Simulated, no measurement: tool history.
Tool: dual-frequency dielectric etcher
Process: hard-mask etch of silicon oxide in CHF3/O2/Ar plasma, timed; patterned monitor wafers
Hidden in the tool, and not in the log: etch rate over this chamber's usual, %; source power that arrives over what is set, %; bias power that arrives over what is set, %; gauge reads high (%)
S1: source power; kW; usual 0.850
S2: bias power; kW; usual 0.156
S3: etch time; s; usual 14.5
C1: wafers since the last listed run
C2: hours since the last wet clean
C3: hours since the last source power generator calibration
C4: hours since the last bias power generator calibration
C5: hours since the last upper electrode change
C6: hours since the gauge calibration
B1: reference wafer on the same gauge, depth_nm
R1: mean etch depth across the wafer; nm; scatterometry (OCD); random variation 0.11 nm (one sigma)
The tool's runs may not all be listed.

run 1 hour=0.0 | S1=0.850 S2=0.156 S3=14.5 | C1=0 C2=198.3 C3=2298.8 C4=2184.8 C5=1854.5 C6=280.7 | B1=26.60 | R1=26.83
run 2 hour=45.7 | S1=0.850 S2=0.156 S3=14.5 | C1=1098 C2=244.0 C3=2344.5 C4=2230.5 C5=1900.2 C6=326.4 | B1=26.62 | R1=26.69
run 3 hour=74.3 | S1=0.740 S2=0.146 S3=14.5 | C1=687 C2=272.6 C3=2373.1 C4=2259.1 C5=1928.8 C6=355.0 | B1=26.62 | R1=24.06
run 4 hour=128.5 | S1=0.850 S2=0.156 S3=14.5 | C1=1302 C2=326.8 C3=2427.3 C4=2313.3 C5=1983.0 C6=409.2 | B1=26.59 | R1=26.50
-- hour=182.9 wet clean of the chamber
run 5 hour=183.4 | S1=0.850 S2=0.156 S3=14.5 | C1=742 C2=0.5 C3=2482.2 C4=2368.2 C5=2037.9 C6=464.1 | B1=26.61 | R1=25.52
run 6 hour=192.7 | S1=0.850 S2=0.156 S3=14.5 | C1=223 C2=9.8 C3=2491.5 C4=2377.5 C5=2047.2 C6=473.4 | B1=26.60 | R1=25.69
run 7 hour=247.5 | S1=0.850 S2=0.156 S3=14.5 | C1=1317 C2=64.6 C3=2546.3 C4=2432.3 C5=2102.0 C6=528.2 | B1=26.59 | R1=25.59
-- hour=278.7 upper electrode replaced
-- hour=303.6 wet clean of the chamber, repeated, since the last time left the tool worse
run 8 hour=304.1 | S1=0.850 S2=0.156 S3=14.5 | C1=206 C2=0.5 C3=2602.9 C4=2488.9 C5=25.4 C6=584.8 | B1=26.60 | R1=27.00
run 9 hour=316.8 | S1=0.850 S2=0.156 S3=14.5 | C1=305 C2=13.2 C3=2615.6 C4=2501.6 C5=38.1 C6=597.5 | B1=26.58 | R1=27.22
-- hour=328.2 gauge calibrated
run 10 hour=341.6 | S1=0.970 S2=0.156 S3=14.5 | C1=596 C2=38.0 C3=2640.4 C4=2526.4 C5=62.9 C6=13.4 | B1=26.60 | R1=28.81
-- hour=365.8 bias power generator calibrated
run 11 hour=431.9 | S1=0.760 S2=0.120 S3=11.0 | C1=2074 C2=128.3 C3=2730.7 C4=66.1 C5=153.2 C6=103.7 | B1=26.60 | R1=16.75
run 12 hour=467.2 | S1=0.970 S2=0.130 S3=16.5 | C1=848 C2=163.6 C3=2766.0 C4=101.4 C5=188.5 C6=139.0 | B1=26.58 | R1=29.51
run 13 hour=509.9 | S1=0.850 S2=0.156 S3=14.5 | C1=1026 C2=206.3 C3=2808.7 C4=144.1 C5=231.2 C6=181.7 | B1=26.60 | R1=26.69
-- hour=567.1 source power generator calibrated
run 14 hour=568.2 | S1=0.760 S2=0.120 S3=11.0 | C1=1305 C2=264.6 C3=1.1 C4=202.4 C5=289.5 C6=240.0 | B1=26.59 | R1=16.57
run 15 hour=618.4 | S1=0.660 S2=0.156 S3=12.5 | C1=1206 C2=314.8 C3=51.3 C4=252.6 C5=339.7 C6=290.2 | B1=26.60 | R1=20.11
run 16 hour=663.5 | S1=0.850 S2=0.156 S3=16.5 | C1=1084 C2=359.9 C3=96.4 C4=297.7 C5=384.8 C6=335.3 | B1=26.61 | R1=29.82
-- hour=706.7 wet clean of the chamber
run 17 hour=707.2 | S1=0.850 S2=0.156 S3=14.5 | C1=473 C2=0.5 C3=140.1 C4=341.4 C5=428.5 C6=379.0 | B1=26.59 | R1=27.37
run 18 hour=739.0 | S1=0.670 S2=0.143 S3=14.5 | C1=764 C2=32.3 C3=171.9 C4=373.2 C5=460.3 C6=410.8 | B1=26.61 | R1=22.98
run 19 hour=767.1 | S1=0.730 S2=0.126 S3=16.5 | C1=675 C2=60.4 C3=200.0 C4=401.3 C5=488.4 C6=438.9 | B1=26.59 | R1=25.38

Forecast each of these 3 alternatives for the next run:
run A hour=767.5 | S1=0.930 S2=0.156 S3=14.5 | C1=9 C2=60.8 C3=200.4 C4=401.7 C5=488.8 C6=439.3 | B1=? | R1=?
run B hour=767.5 | S1=0.850 S2=0.189 S3=10.0 | C1=9 C2=60.8 C3=200.4 C4=401.7 C5=488.8 C6=439.3 | B1=? | R1=?
run C hour=767.5 | S1=0.920 S2=0.136 S3=11.5 | C1=9 C2=60.8 C3=200.4 C4=401.7 C5=488.8 C6=439.3 | B1=? | R1=?

run=A B1=26.61 R1=28.57
run=B B1=26.61 R1=20.76
run=C B1=26.61 R1=21.01
Without the tool's hidden state the same runs would have given:
run=A R1=28.66
run=B R1=20.82
run=C R1=21.07
